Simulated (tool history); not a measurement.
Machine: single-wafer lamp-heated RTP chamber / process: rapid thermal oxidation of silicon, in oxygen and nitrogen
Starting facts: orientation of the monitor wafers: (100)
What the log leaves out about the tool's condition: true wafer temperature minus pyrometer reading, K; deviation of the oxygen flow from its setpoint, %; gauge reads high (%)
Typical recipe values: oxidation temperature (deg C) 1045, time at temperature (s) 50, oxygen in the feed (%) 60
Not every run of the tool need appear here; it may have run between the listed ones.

run,hour,oxidation temperature (deg C),time at temperature (s),oxygen in the feed (%),wafers since the last listed run,wafers since the last pyrometer calibration,hours since the oxygen flow controller was replaced,hours since the gauge calibration,"read-back reference wafer on the same gauge, thickness",oxide thickness on the monitor wafer (nm)
1,0.0,1068,50,60,0,5863,3069.2,127.9,6.119,8.752
2,28.9,1045,63,60,293,6157,3098.1,156.8,6.120,8.324
3,66.1,1045,63,60,378,6535,3135.3,194.0,6.119,8.325
# hour 111.9: pyrometer window cleaned and pyrometer calibrated
4,124.2,1045,50,60,509,125,3193.4,252.1,6.119,7.434
5,171.8,1045,50,60,483,609,3241.0,299.7,6.120,7.437
6,275.0,1045,50,60,1049,1658,3344.2,402.9,6.119,7.483
7,396.6,1045,50,60,1236,2895,3465.8,524.5,6.123,7.476
8,463.2,1045,50,60,677,3572,3532.4,591.1,6.120,7.495
9,522.9,1045,50,60,606,4179,3592.1,650.8,6.119,7.506
10,564.5,1045,50,60,422,4602,3633.7,692.4,6.120,7.497
11,691.9,1045,50,60,1295,5897,3761.1,819.8,6.120,7.502
12,737.6,1035,41,51,464,6362,3806.8,865.5,6.120,6.085
13,773.3,1045,67,60,362,6725,3842.5,901.2,6.120,8.574
# hour 808.5: pyrometer window cleaned and pyrometer calibrated
# hour 841.1: oxygen flow controller replaced
14,841.6,1045,50,41,531,255,0.5,969.5,6.121,6.518
# hour 864.4: gauge calibrated
15,878.6,1045,34,71,376,631,37.5,14.2,6.121,6.691
16,931.7,1063,50,46,539,1171,90.6,67.3,6.121,7.675
17,979.7,1045,50,60,488,1659,138.6,115.3,6.120,7.474
18,1023.6,1015,50,60,446,2105,182.5,159.2,6.121,6.076
19,1095.5,1045,50,85,731,2836,254.4,231.1,6.120,8.452

Each row is a separate what-if for the run after 19, all from the same tool condition, not one after another. Results?
A,1096.0,1045,50,60,5,2842,254.9,231.6,?,?
B,1096.0,1031,50,39,5,2842,254.9,231.6,?,?
C,1096.0,1045,68,41,5,2842,254.9,231.6,?,?

run,"read-back reference wafer on the same gauge, thickness",oxide thickness on the monitor wafer (nm)
A,6.119,7.477
B,6.119,5.861
C,6.119,7.487
With the hidden condition removed and each run's random variation left untouched, the same runs would have given:
run,oxide thickness on the monitor wafer (nm)
A,7.438
B,5.831
C,7.448
